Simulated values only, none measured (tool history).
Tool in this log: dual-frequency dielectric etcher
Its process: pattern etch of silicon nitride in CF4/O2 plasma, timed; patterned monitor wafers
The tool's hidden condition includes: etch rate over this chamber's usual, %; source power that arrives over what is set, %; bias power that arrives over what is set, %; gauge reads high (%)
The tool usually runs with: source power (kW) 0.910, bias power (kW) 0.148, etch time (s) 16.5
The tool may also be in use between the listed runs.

| run | hour | source power (kW) | bias power (kW) | etch time (s) | wafers since the last listed run | hours since the last wet clean | hours since the last source power generator calibration | hours since the last bias power generator calibration | hours since the last upper electrode change | hours since the gauge calibration | read-back reference wafer on the same gauge, depth_nm | mean etch depth across the wafer (Å) |
|---|---|---|---|---|---|---|---|---|---|---|---|---|
| 1 | 0.0 | 0.910 | 0.148 | 16.5 | 0 | 345.0 | 4531.9 | 2658.7 | 3618.1 | 696.4 | 58.6 | 493 |
| 2 | 17.7 | 0.910 | 0.148 | 16.5 | 283 | 362.7 | 4549.6 | 2676.4 | 3635.8 | 714.1 | 58.6 | 491 |
| 3 | 52.4 | 0.910 | 0.148 | 16.5 | 555 | 397.4 | 4584.3 | 2711.1 | 3670.5 | 748.8 | 58.6 | 492 |
|  | 84.2 | upper electrode replaced |
| 4 | 84.7 | 0.910 | 0.148 | 15.0 | 132 | 429.7 | 4616.6 | 2743.4 | 0.5 | 781.1 | 58.6 | 448 |
| 5 | 91.2 | 0.910 | 0.148 | 15.0 | 104 | 436.2 | 4623.1 | 2749.9 | 7.0 | 787.6 | 58.6 | 447 |
|  | 139.1 | wet clean of the chamber |
| 6 | 139.6 | 0.840 | 0.148 | 16.5 | 390 | 0.5 | 4671.5 | 2798.3 | 55.4 | 836.0 | 58.6 | 450 |
| 7 | 147.6 | 0.910 | 0.140 | 18.0 | 128 | 8.5 | 4679.5 | 2806.3 | 63.4 | 844.0 | 58.6 | 524 |
| 8 | 171.7 | 0.910 | 0.140 | 18.0 | 385 | 32.6 | 4703.6 | 2830.4 | 87.5 | 868.1 | 58.6 | 525 |
| 9 | 191.0 | 0.910 | 0.140 | 18.0 | 308 | 51.9 | 4722.9 | 2849.7 | 106.8 | 887.4 | 58.6 | 526 |
| 10 | 206.4 | 0.910 | 0.148 | 16.5 | 246 | 67.3 | 4738.3 | 2865.1 | 122.2 | 902.8 | 58.6 | 493 |
| 11 | 241.1 | 1.070 | 0.176 | 16.5 | 555 | 102.0 | 4773.0 | 2899.8 | 156.9 | 937.5 | 58.6 | 623 |
|  | 258.3 | bias power generator calibrated |
| 12 | 258.8 | 0.740 | 0.148 | 16.5 | 219 | 119.7 | 4790.7 | 0.5 | 174.6 | 955.2 | 58.7 | 393 |
| 13 | 276.5 | 1.020 | 0.119 | 18.0 | 283 | 137.4 | 4808.4 | 18.2 | 192.3 | 972.9 | 58.6 | 556 |
| 14 | 289.6 | 0.910 | 0.135 | 16.5 | 209 | 150.5 | 4821.5 | 31.3 | 205.4 | 986.0 | 58.5 | 474 |
| 15 | 310.0 | 0.740 | 0.148 | 18.0 | 326 | 170.9 | 4841.9 | 51.7 | 225.8 | 1006.4 | 58.6 | 427 |
|  | 339.7 | source power generator calibrated |
| 16 | 340.2 | 0.980 | 0.148 | 16.5 | 419 | 201.1 | 0.5 | 81.9 | 256.0 | 1036.6 | 58.6 | 530 |
| 17 | 348.4 | 0.790 | 0.120 | 20.0 | 131 | 209.3 | 8.7 | 90.1 | 264.2 | 1044.8 | 58.7 | 472 |
| 18 | 374.1 | 0.910 | 0.136 | 14.0 | 411 | 235.0 | 34.4 | 115.8 | 289.9 | 1070.5 | 58.6 | 402 |
| 19 | 397.7 | 0.910 | 0.148 | 19.5 | 377 | 258.6 | 58.0 | 139.4 | 313.5 | 1094.1 | 58.6 | 584 |
|  | 405.2 | gauge calibrated |
| 20 | 419.2 | 1.000 | 0.180 | 16.5 | 344 | 280.1 | 79.5 | 160.9 | 335.0 | 14.0 | 58.6 | 588 |
| 21 | 447.5 | 0.910 | 0.148 | 13.0 | 452 | 308.4 | 107.8 | 189.2 | 363.3 | 42.3 | 58.6 | 386 |
| 22 | 468.5 | 0.810 | 0.137 | 19.5 | 336 | 329.4 | 128.8 | 210.2 | 384.3 | 63.3 | 58.6 | 500 |
| 23 | 485.3 | 0.910 | 0.148 | 16.5 | 268 | 346.2 | 145.6 | 227.0 | 401.1 | 80.1 | 58.6 | 490 |
| 24 | 513.3 | 0.910 | 0.148 | 16.5 | 448 | 374.2 | 173.6 | 255.0 | 429.1 | 108.1 | 58.6 | 493 |
| 25 | 562.1 | 1.130 | 0.115 | 16.5 | 780 | 423.0 | 222.4 | 303.8 | 477.9 | 156.9 | 58.6 | 556 |
|  | 607.2 | wet clean of the chamber |
| 26 | 607.7 | 1.050 | 0.125 | 15.0 | 345 | 0.5 | 268.0 | 349.4 | 523.5 | 202.5 | 58.6 | 485 |
| 27 | 646.7 | 0.910 | 0.148 | 16.5 | 624 | 39.5 | 307.0 | 388.4 | 562.5 | 241.5 | 58.6 | 489 |
| 28 | 676.4 | 1.010 | 0.148 | 12.5 | 475 | 69.2 | 336.7 | 418.1 | 592.2 | 271.2 | 58.6 | 412 |
| 29 | 710.5 | 0.910 | 0.131 | 19.5 | 545 | 103.3 | 370.8 | 452.2 | 626.3 | 305.3 | 58.6 | 553 |
| 30 | 741.9 | 0.910 | 0.148 | 18.0 | 502 | 134.7 | 402.2 | 483.6 | 657.7 | 336.7 | 58.5 | 534 |

Run-by-run hidden state of the tool:
etch rate over this chamber's usual, %: 0, the same for each run
source power that arrives over what is set, %: 0, the same for each run
bias power that arrives over what is set, %: 0, the same for each run
gauge reads high (%): 0, the same for each run
